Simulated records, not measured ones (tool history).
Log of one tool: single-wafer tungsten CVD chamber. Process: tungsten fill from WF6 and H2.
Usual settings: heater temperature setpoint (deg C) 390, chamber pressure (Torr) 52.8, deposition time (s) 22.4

run,hour,heater temperature setpoint (deg C),chamber pressure (Torr),deposition time (s),"read-back reference wafer on the same gauge, thickness_nm",mean film thickness on the monitor wafer (angstrom)
1,0.0,390,52.8,22.4,86.291,729.30
2,30.6,390,52.8,22.4,86.266,729.24
3,64.3,390,52.8,22.4,86.247,727.82
4,96.1,390,52.8,22.4,86.239,729.93
5,154.5,390,52.8,22.4,86.289,730.21
6,211.6,390,52.8,22.4,86.272,729.88
7,250.2,390,52.8,22.4,86.380,728.61
8,287.0,390,52.8,22.4,86.274,729.99
9,314.1,390,52.8,22.4,86.257,731.23
10,340.0,390,52.8,22.4,86.340,729.75
11,380.9,390,43.4,22.4,86.251,667.76
12,425.8,390,52.8,22.4,86.314,728.23
13,485.1,390,62.7,18.1,86.258,634.96
14,556.3,377,52.8,25.4,86.326,657.74
15,593.1,380,65.8,22.4,86.290,673.61
16,618.2,390,52.8,22.4,86.278,728.76
17,676.9,390,52.8,22.4,86.304,730.07
18,737.0,402,60.6,20.5,86.307,864.06
19,801.2,390,49.7,22.4,86.262,713.56
20,869.5,383,45.2,19.1,86.298,513.75
21,897.9,404,64.8,26.6,86.312,1197.08
22,950.6,390,52.8,26.3,86.243,861.97
23,1007.4,375,57.8,23.6,86.286,611.43
24,1087.7,390,52.8,25.4,86.304,828.67
25,1141.7,376,52.8,22.4,86.351,569.38
26,1209.8,380,52.8,22.4,86.290,612.22
27,1269.4,390,52.8,22.4,86.375,728.15
28,1300.9,390,44.0,25.7,86.237,774.22
29,1371.4,377,64.1,21.2,86.285,597.51
30,1423.4,390,52.8,18.8,86.334,613.62
31,1456.0,390,52.8,22.4,86.374,727.64
32,1504.9,397,52.8,19.6,86.279,715.65
33,1698.6,390,60.9,22.4,86.295,777.85

Not shown: 5 entries that the log had between the listed runs. Between which runs, and how does the tool's hidden state differ before and after?
Between runs 6 and 7: capacitance manometer re-zeroed and calibrated (hour 249.8)
  no hidden state differs between the two runs
Between runs 10 and 11: thermocouple changed; heater temperature recalibrated (hour 367.1)
  no hidden state differs between the two runs
Between runs 22 and 23: showerhead replaced (hour 975.2)
  no hidden state differs between the two runs
Between runs 24 and 25: gauge calibrated (hour 1114.8)
  no hidden state differs between the two runs
Between runs 26 and 27: capacitance manometer re-zeroed and calibrated (hour 1265.5)
  no hidden state differs between the two runs
